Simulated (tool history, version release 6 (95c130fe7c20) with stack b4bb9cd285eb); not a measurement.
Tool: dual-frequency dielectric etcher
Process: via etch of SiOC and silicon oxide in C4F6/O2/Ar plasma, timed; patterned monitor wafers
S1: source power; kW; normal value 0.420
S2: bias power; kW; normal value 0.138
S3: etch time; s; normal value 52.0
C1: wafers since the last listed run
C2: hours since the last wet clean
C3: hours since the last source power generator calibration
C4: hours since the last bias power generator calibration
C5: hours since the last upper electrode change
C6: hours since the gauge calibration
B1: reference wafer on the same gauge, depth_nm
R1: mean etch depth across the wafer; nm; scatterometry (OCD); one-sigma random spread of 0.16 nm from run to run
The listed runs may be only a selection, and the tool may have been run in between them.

run 1 day=0.000 | S1=0.420 S2=0.138 S3=52.0 | C1=0 C2=450.8 C3=1185.3 C4=2694.3 C5=4499.5 C6=571.1 | B1=51.4 | R1=50.7
run 2 day=3.212 | S1=0.420 S2=0.138 S3=52.0 | C1=733 C2=527.9 C3=1262.4 C4=2771.4 C5=4576.6 C6=648.2 | B1=51.4 | R1=50.2
run 3 day=4.279 | S1=0.420 S2=0.138 S3=52.0 | C1=243 C2=553.5 C3=1288.0 C4=2797.0 C5=4602.2 C6=673.8 | B1=51.4 | R1=50.4
run 4 day=5.629 | S1=0.420 S2=0.138 S3=40.5 | C1=308 C2=585.9 C3=1320.4 C4=2829.4 C5=4634.6 C6=706.2 | B1=51.4 | R1=39.3
run 5 day=7.812 | S1=0.420 S2=0.138 S3=40.5 | C1=498 C2=638.3 C3=1372.8 C4=2881.8 C5=4687.0 C6=758.6 | B1=51.4 | R1=39.0
run 6 day=8.933 | S1=0.420 S2=0.138 S3=52.0 | C1=255 C2=665.2 C3=1399.7 C4=2908.7 C5=4713.9 C6=785.5 | B1=51.4 | R1=50.1
-- day=10.104 wet clean of the chamber
run 7 day=13.325 | S1=0.420 S2=0.138 S3=52.0 | C1=773 C2=77.3 C3=1505.1 C4=3014.1 C5=4819.3 C6=890.9 | B1=51.4 | R1=48.5
run 8 day=14.550 | S1=0.420 S2=0.138 S3=52.0 | C1=279 C2=106.7 C3=1534.5 C4=3043.5 C5=4848.7 C6=920.3 | B1=51.4 | R1=48.2
run 9 day=15.308 | S1=0.420 S2=0.138 S3=52.0 | C1=173 C2=124.9 C3=1552.7 C4=3061.7 C5=4866.9 C6=938.5 | B1=51.4 | R1=48.6
-- day=16.371 bias power generator calibrated
run 10 day=16.392 | S1=0.420 S2=0.138 S3=52.0 | C1=209 C2=150.9 C3=1578.7 C4=0.5 C5=4892.9 C6=964.5 | B1=51.4 | R1=48.4
-- day=19.704 gauge calibrated
run 11 day=20.321 | S1=0.420 S2=0.138 S3=52.0 | C1=896 C2=245.2 C3=1673.0 C4=94.8 C5=4987.2 C6=14.8 | B1=51.4 | R1=48.1
-- day=21.704 wet clean of the chamber, repeated, since the last time left the tool worse
run 12 day=21.725 | S1=0.420 S2=0.138 S3=52.0 | C1=92 C2=0.5 C3=1706.7 C4=128.5 C5=5020.9 C6=48.5 | B1=51.4 | R1=51.6
run 13 day=21.742 | S1=0.450 S2=0.171 S3=60.5 | C1=3 C2=0.9 C3=1707.1 C4=128.9 C5=5021.3 C6=48.9 | B1=51.4 | R1=63.5
-- day=23.188 upper electrode replaced
run 14 day=23.208 | S1=0.420 S2=0.138 S3=52.0 | C1=106 C2=36.1 C3=1742.3 C4=164.1 C5=0.5 C6=84.1 | B1=51.4 | R1=51.6
run 15 day=23.679 | S1=0.420 S2=0.138 S3=52.0 | C1=107 C2=47.4 C3=1753.6 C4=175.4 C5=11.8 C6=95.4 | B1=51.4 | R1=51.1
run 16 day=24.771 | S1=0.470 S2=0.138 S3=52.0 | C1=249 C2=73.6 C3=1779.8 C4=201.6 C5=38.0 C6=121.6 | B1=51.4 | R1=53.2
run 17 day=25.650 | S1=0.390 S2=0.138 S3=65.5 | C1=200 C2=94.7 C3=1800.9 C4=222.7 C5=59.1 C6=142.7 | B1=51.4 | R1=62.9
run 18 day=26.821 | S1=0.320 S2=0.165 S3=59.0 | C1=267 C2=122.8 C3=1829.0 C4=250.8 C5=87.2 C6=170.8 | B1=51.4 | R1=55.1
run 19 day=27.533 | S1=0.470 S2=0.138 S3=59.5 | C1=162 C2=139.9 C3=1846.1 C4=267.9 C5=104.3 C6=187.9 | B1=51.4 | R1=60.6
run 20 day=28.642 | S1=0.390 S2=0.138 S3=48.0 | C1=252 C2=166.5 C3=1872.7 C4=294.5 C5=130.9 C6=214.5 | B1=51.4 | R1=46.2
-- day=28.992 source power generator calibrated
run 21 day=29.246 | S1=0.420 S2=0.138 S3=46.0 | C1=99 C2=181.0 C3=6.1 C4=309.0 C5=145.4 C6=229.0 | B1=51.4 | R1=45.0
run 22 day=30.317 | S1=0.510 S2=0.138 S3=38.0 | C1=244 C2=206.7 C3=31.8 C4=334.7 C5=171.1 C6=254.7 | B1=51.4 | R1=39.5
run 23 day=31.775 | S1=0.350 S2=0.108 S3=61.0 | C1=332 C2=241.7 C3=66.8 C4=369.7 C5=206.1 C6=289.7 | B1=51.4 | R1=54.6
run 24 day=32.508 | S1=0.420 S2=0.138 S3=52.0 | C1=167 C2=259.3 C3=84.4 C4=387.3 C5=223.7 C6=307.3 | B1=51.4 | R1=50.8
run 25 day=33.150 | S1=0.490 S2=0.166 S3=44.5 | C1=146 C2=274.7 C3=99.8 C4=402.7 C5=239.1 C6=322.7 | B1=51.4 | R1=47.1
run 26 day=33.896 | S1=0.380 S2=0.120 S3=66.0 | C1=170 C2=292.6 C3=117.7 C4=420.6 C5=257.0 C6=340.6 | B1=51.4 | R1=61.0
run 27 day=36.779 | S1=0.360 S2=0.160 S3=65.5 | C1=657 C2=361.8 C3=186.9 C4=489.8 C5=326.2 C6=409.8 | B1=51.4 | R1=62.2
run 28 day=37.521 | S1=0.420 S2=0.170 S3=60.0 | C1=169 C2=379.6 C3=204.7 C4=507.6 C5=344.0 C6=427.6 | B1=51.4 | R1=60.4
run 29 day=38.338 | S1=0.390 S2=0.106 S3=37.0 | C1=186 C2=399.2 C3=224.3 C4=527.2 C5=363.6 C6=447.2 | B1=51.4 | R1=33.9
run 30 day=38.900 | S1=0.330 S2=0.118 S3=65.0 | C1=128 C2=412.7 C3=237.8 C4=540.7 C5=377.1 C6=460.7 | B1=51.4 | R1=57.2
run 31 day=40.042 | S1=0.420 S2=0.138 S3=43.0 | C1=260 C2=440.1 C3=265.2 C4=568.1 C5=404.5 C6=488.1 | B1=51.4 | R1=41.7

What if the next run were any one of these 3? Each begins from the tool's condition after run 31:
run A day=40.058 | S1=0.420 S2=0.153 S3=52.0 | C1=3 C2=440.5 C3=265.6 C4=568.5 C5=404.9 C6=488.5 | B1=? | R1=?
run B day=40.058 | S1=0.420 S2=0.106 S3=62.0 | C1=3 C2=440.5 C3=265.6 C4=568.5 C5=404.9 C6=488.5 | B1=? | R1=?
run C day=40.058 | S1=0.500 S2=0.152 S3=45.0 | C1=3 C2=440.5 C3=265.6 C4=568.5 C5=404.9 C6=488.5 | B1=? | R1=?

run=A B1=51.4 R1=51.1
run=B B1=51.4 R1=57.6
run=C B1=51.4 R1=46.7
Take away the tool's hidden state, keep each run's random variation, and the runs would have read:
run=A R1=52.3
run=B R1=59.0
run=C R1=47.8
